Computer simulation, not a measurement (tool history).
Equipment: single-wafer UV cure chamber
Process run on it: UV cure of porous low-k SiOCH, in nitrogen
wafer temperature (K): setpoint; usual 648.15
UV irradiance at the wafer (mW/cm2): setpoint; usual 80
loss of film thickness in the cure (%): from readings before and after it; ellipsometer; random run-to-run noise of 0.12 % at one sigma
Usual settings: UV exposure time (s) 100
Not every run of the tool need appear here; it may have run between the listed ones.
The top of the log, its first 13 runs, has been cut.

| run | day | wafer temperature (K) | UV exposure time (s) | UV irradiance at the wafer (mW/cm2) | wafers since the last listed run | hours since the UV bulbs were replaced | wafers since the quartz window was cleaned | loss of film thickness in the cure (%) |
|---|---|---|---|---|---|---|---|---|
| 14 | 5.838 | 648.15 | 100 | 80 | 68 | 2136.7 | 3645 | 8.746 |
| 15 | 6.558 | 648.15 | 100 | 80 | 190 | 2154.0 | 3836 | 8.676 |
| 16 | 7.217 | 648.15 | 100 | 67 | 174 | 2169.8 | 4010 | 7.883 |
| 17 | 7.925 | 648.15 | 100 | 80 | 187 | 2186.8 | 4197 | 8.651 |
| 18 | 8.312 | 632.15 | 135 | 104 | 102 | 2196.1 | 4300 | 10.866 |
|  | 9.067 | quartz window cleaned |
| 19 | 9.088 | 660.15 | 70 | 62 | 116 | 2214.7 | 5 | 6.700 |
| 20 | 9.104 | 648.15 | 100 | 55 | 4 | 2215.1 | 9 | 7.708 |
| 21 | 9.550 | 639.15 | 150 | 49 | 118 | 2225.8 | 127 | 8.956 |
| 22 | 10.038 | 648.15 | 100 | 80 | 129 | 2237.5 | 256 | 9.358 |
| 23 | 10.579 | 637.15 | 100 | 101 | 143 | 2250.5 | 400 | 9.982 |
| 24 | 10.858 | 667.15 | 80 | 101 | 73 | 2257.2 | 474 | 9.721 |
|  | 11.425 | UV bulbs replaced |
| 25 | 11.446 | 648.15 | 100 | 80 | 67 | 0.5 | 541 | 9.537 |
| 26 | 12.054 | 639.15 | 100 | 97 | 161 | 15.1 | 702 | 10.114 |
| 27 | 12.800 | 642.15 | 80 | 94 | 197 | 33.0 | 899 | 8.649 |
| 28 | 13.467 | 648.15 | 130 | 80 | 176 | 49.0 | 1076 | 10.427 |
| 29 | 14.783 | 648.15 | 100 | 45 | 348 | 80.6 | 1424 | 6.263 |
| 30 | 15.771 | 648.15 | 100 | 63 | 261 | 104.3 | 1686 | 8.024 |

Branching from run 30: 4 alternative next runs. What would each branch give?
| A | 15.792 | 648.15 | 100 | 80 | 5 | 104.8 | 1691 | ? |
| B | 15.792 | 643.15 | 150 | 61 | 5 | 104.8 | 1691 | ? |
| C | 15.792 | 655.15 | 50 | 45 | 5 | 104.8 | 1691 | ? |
| D | 15.792 | 631.15 | 160 | 93 | 5 | 104.8 | 1691 | ? |

| run | loss of film thickness in the cure (%) |
|---|---|
| A | 9.173 |
| B | 9.738 |
| C | 3.913 |
| D | 11.945 |
With no hidden state in the tool, these same runs would have given:
| run | loss of film thickness in the cure (%) |
|---|---|
| A | 9.505 |
| B | 10.073 |
| C | 4.132 |
| D | 12.290 |
